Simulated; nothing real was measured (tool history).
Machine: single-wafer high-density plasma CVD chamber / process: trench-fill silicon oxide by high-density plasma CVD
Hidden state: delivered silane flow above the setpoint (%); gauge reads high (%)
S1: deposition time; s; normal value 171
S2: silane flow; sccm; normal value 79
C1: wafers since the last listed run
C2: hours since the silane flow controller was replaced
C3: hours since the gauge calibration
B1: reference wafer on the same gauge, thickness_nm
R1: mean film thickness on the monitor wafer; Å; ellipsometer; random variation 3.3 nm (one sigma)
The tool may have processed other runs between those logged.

run 1 hour=0.0 | S1=171 S2=85 | C1=0 C2=2031.0 C3=349.9 | B1=1320.203 | R1=13856.26
run 2 hour=8.6 | S1=171 S2=79 | C1=47 C2=2039.6 C3=358.5 | B1=1320.453 | R1=12971.58
run 3 hour=25.2 | S1=171 S2=79 | C1=92 C2=2056.2 C3=375.1 | B1=1320.043 | R1=13003.12
run 4 hour=39.1 | S1=171 S2=79 | C1=77 C2=2070.1 C3=389.0 | B1=1319.507 | R1=12878.32
run 5 hour=53.9 | S1=198 S2=79 | C1=82 C2=2084.9 C3=403.8 | B1=1320.474 | R1=15005.25
run 6 hour=64.3 | S1=198 S2=79 | C1=57 C2=2095.3 C3=414.2 | B1=1318.623 | R1=15016.54
run 7 hour=71.6 | S1=190 S2=79 | C1=40 C2=2102.6 C3=421.5 | B1=1320.212 | R1=14446.71
run 8 hour=81.4 | S1=190 S2=79 | C1=54 C2=2112.4 C3=431.3 | B1=1319.194 | R1=14373.08
run 9 hour=95.0 | S1=171 S2=82 | C1=75 C2=2126.0 C3=444.9 | B1=1319.859 | R1=13429.24
run 10 hour=105.9 | S1=171 S2=82 | C1=60 C2=2136.9 C3=455.8 | B1=1319.255 | R1=13405.25
run 11 hour=112.6 | S1=196 S2=79 | C1=37 C2=2143.6 C3=462.5 | B1=1321.139 | R1=14866.89
run 12 hour=157.6 | S1=196 S2=79 | C1=250 C2=2188.6 C3=507.5 | B1=1318.856 | R1=14778.07
run 13 hour=173.6 | S1=196 S2=79 | C1=89 C2=2204.6 C3=523.5 | B1=1321.190 | R1=14920.01
run 14 hour=180.4 | S1=171 S2=79 | C1=37 C2=2211.4 C3=530.3 | B1=1320.948 | R1=12959.81
run 15 hour=187.4 | S1=171 S2=79 | C1=38 C2=2218.4 C3=537.3 | B1=1320.689 | R1=12878.31
run 16 hour=198.1 | S1=171 S2=79 | C1=59 C2=2229.1 C3=548.0 | B1=1319.890 | R1=12927.84
run 17 hour=214.5 | S1=161 S2=79 | C1=91 C2=2245.5 C3=564.4 | B1=1320.609 | R1=12189.50
run 18 hour=229.0 | S1=161 S2=79 | C1=80 C2=2260.0 C3=578.9 | B1=1319.705 | R1=12155.88
run 19 hour=246.0 | S1=184 S2=85 | C1=94 C2=2277.0 C3=595.9 | B1=1320.499 | R1=14930.90
-- hour=246.3 gauge calibrated
run 20 hour=252.9 | S1=142 S2=71 | C1=38 C2=2283.9 C3=6.6 | B1=1320.090 | R1=9807.36
run 21 hour=259.3 | S1=171 S2=90 | C1=35 C2=2290.3 C3=13.0 | B1=1318.764 | R1=14554.47
run 22 hour=271.7 | S1=147 S2=88 | C1=69 C2=2302.7 C3=25.4 | B1=1319.210 | R1=12252.89
-- hour=281.1 silane flow controller replaced
run 23 hour=281.6 | S1=171 S2=79 | C1=10 C2=0.5 C3=35.3 | B1=1320.409 | R1=13644.04
run 24 hour=296.3 | S1=171 S2=71 | C1=81 C2=15.2 C3=50.0 | B1=1320.649 | R1=12303.50
run 25 hour=304.1 | S1=195 S2=74 | C1=43 C2=23.0 C3=57.8 | B1=1319.800 | R1=14666.72
run 26 hour=313.8 | S1=188 S2=71 | C1=53 C2=32.7 C3=67.5 | B1=1320.843 | R1=13601.90
run 27 hour=329.8 | S1=155 S2=87 | C1=89 C2=48.7 C3=83.5 | B1=1321.212 | R1=13399.90
run 28 hour=347.4 | S1=171 S2=79 | C1=97 C2=66.3 C3=101.1 | B1=1319.157 | R1=13553.27
run 29 hour=361.5 | S1=149 S2=79 | C1=78 C2=80.4 C3=115.2 | B1=1320.083 | R1=11806.67
run 30 hour=376.4 | S1=202 S2=67 | C1=82 C2=95.3 C3=130.1 | B1=1321.386 | R1=13836.36
run 31 hour=389.3 | S1=152 S2=71 | C1=71 C2=108.2 C3=143.0 | B1=1319.722 | R1=10958.94
run 32 hour=400.4 | S1=152 S2=79 | C1=61 C2=119.3 C3=154.1 | B1=1319.098 | R1=11978.68
run 33 hour=410.4 | S1=171 S2=79 | C1=55 C2=129.3 C3=164.1 | B1=1320.840 | R1=13514.66
run 34 hour=428.1 | S1=171 S2=79 | C1=98 C2=147.0 C3=181.8 | B1=1320.327 | R1=13449.48
run 35 hour=477.8 | S1=152 S2=90 | C1=276 C2=196.7 C3=231.5 | B1=1319.596 | R1=13453.18
run 36 hour=487.6 | S1=171 S2=79 | C1=54 C2=206.5 C3=241.3 | B1=1319.693 | R1=13453.31
run 37 hour=499.1 | S1=151 S2=90 | C1=63 C2=218.0 C3=252.8 | B1=1318.958 | R1=13295.58
run 38 hour=508.8 | S1=183 S2=92 | C1=53 C2=227.7 C3=262.5 | B1=1320.158 | R1=16533.61
run 39 hour=516.0 | S1=160 S2=91 | C1=40 C2=234.9 C3=269.7 | B1=1319.043 | R1=14300.70

The tool's hidden state at each run:
gauge reads high (%): 0 at every run
H1: delivered silane flow above the setpoint (%)
run=1 H1=-5.77
run=2 H1=-5.78
run=3 H1=-5.79
run=4 H1=-5.8
run=5 H1=-5.8
run=6 H1=-5.81
run=7 H1=-5.81
run=8 H1=-5.82
run=9 H1=-5.83
run=10 H1=-5.83
run=11 H1=-5.84
run=12 H1=-5.86
run=13 H1=-5.87
run=14 H1=-5.87
run=15 H1=-5.87
run=16 H1=-5.88
run=17 H1=-5.89
run=18 H1=-5.89
run=19 H1=-5.9
run=20 H1=-5.9
run=21 H1=-5.91
run=22 H1=-5.91
run=23 H1=-0.37
run=24 H1=-0.487
run=25 H1=-0.548
run=26 H1=-0.622
run=27 H1=-0.744
run=28 H1=-0.875
run=29 H1=-0.978
run=30 H1=-1.08
run=31 H1=-1.18
run=32 H1=-1.25
run=33 H1=-1.32
run=34 H1=-1.44
run=35 H1=-1.76
run=36 H1=-1.82
run=37 H1=-1.89
run=38 H1=-1.95
run=39 H1=-1.99
